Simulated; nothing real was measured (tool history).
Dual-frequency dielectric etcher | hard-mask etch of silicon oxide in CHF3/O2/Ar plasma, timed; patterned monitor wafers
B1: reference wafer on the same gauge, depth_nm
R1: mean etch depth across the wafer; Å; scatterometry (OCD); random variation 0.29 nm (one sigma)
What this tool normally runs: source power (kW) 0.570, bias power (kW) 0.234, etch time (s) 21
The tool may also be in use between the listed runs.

{"run": 1, "hour": 0.0, "source power (kW)": 0.57, "bias power (kW)": 0.234, "etch time (s)": 21, "B1": 47.58, "R1": 426.0}
{"run": 2, "hour": 16.3, "source power (kW)": 0.57, "bias power (kW)": 0.234, "etch time (s)": 21, "B1": 47.71, "R1": 424.6}
{"run": 3, "hour": 23.6, "source power (kW)": 0.57, "bias power (kW)": 0.234, "etch time (s)": 21, "B1": 47.53, "R1": 426.1}
{"run": 4, "hour": 39.3, "source power (kW)": 0.57, "bias power (kW)": 0.234, "etch time (s)": 21, "B1": 47.58, "R1": 421.1}
{"run": 5, "hour": 53.4, "source power (kW)": 0.57, "bias power (kW)": 0.234, "etch time (s)": 21, "B1": 47.57, "R1": 424.7}
{"run": 6, "hour": 69.9, "source power (kW)": 0.61, "bias power (kW)": 0.234, "etch time (s)": 21, "B1": 47.58, "R1": 431.6}
{"run": 7, "hour": 82.1, "source power (kW)": 0.57, "bias power (kW)": 0.234, "etch time (s)": 26, "B1": 47.46, "R1": 523.4}
{"run": 8, "hour": 94.0, "source power (kW)": 0.57, "bias power (kW)": 0.234, "etch time (s)": 26, "B1": 47.61, "R1": 524.6}
{"hour": 99.1, "done": "source power generator calibrated"}
{"run": 9, "hour": 100.5, "source power (kW)": 0.57, "bias power (kW)": 0.246, "etch time (s)": 21, "B1": 47.57, "R1": 427.5}
{"hour": 108.3, "done": "bias power generator calibrated"}
{"run": 10, "hour": 108.8, "source power (kW)": 0.57, "bias power (kW)": 0.234, "etch time (s)": 21, "B1": 47.64, "R1": 422.4}
{"run": 11, "hour": 114.0, "source power (kW)": 0.57, "bias power (kW)": 0.234, "etch time (s)": 21, "B1": 47.55, "R1": 424.0}
{"run": 12, "hour": 132.0, "source power (kW)": 0.57, "bias power (kW)": 0.234, "etch time (s)": 21, "B1": 47.51, "R1": 420.3}
{"hour": 158.2, "done": "wet clean of the chamber"}
{"run": 13, "hour": 158.7, "source power (kW)": 0.47, "bias power (kW)": 0.265, "etch time (s)": 15, "B1": 47.66, "R1": 308.3}
{"run": 14, "hour": 159.0, "source power (kW)": 0.67, "bias power (kW)": 0.193, "etch time (s)": 21, "B1": 47.73, "R1": 451.3}
{"run": 15, "hour": 172.2, "source power (kW)": 0.57, "bias power (kW)": 0.213, "etch time (s)": 21, "B1": 47.47, "R1": 429.9}

Run 16 comes next. What will it give?
{"hour": 189.5, "done": "gauge calibrated"}
{"hour": 209.3, "done": "upper electrode replaced"}
{"run": 16, "hour": 209.8, "source power (kW)": 0.67, "bias power (kW)": 0.234, "etch time (s)": 21, "B1": "?", "R1": "?"}

{"run 16": {"B1": 47.67, "R1": 471.2}}
Minus the tool's unlogged condition, the same run would have read R1 473.2 Å.

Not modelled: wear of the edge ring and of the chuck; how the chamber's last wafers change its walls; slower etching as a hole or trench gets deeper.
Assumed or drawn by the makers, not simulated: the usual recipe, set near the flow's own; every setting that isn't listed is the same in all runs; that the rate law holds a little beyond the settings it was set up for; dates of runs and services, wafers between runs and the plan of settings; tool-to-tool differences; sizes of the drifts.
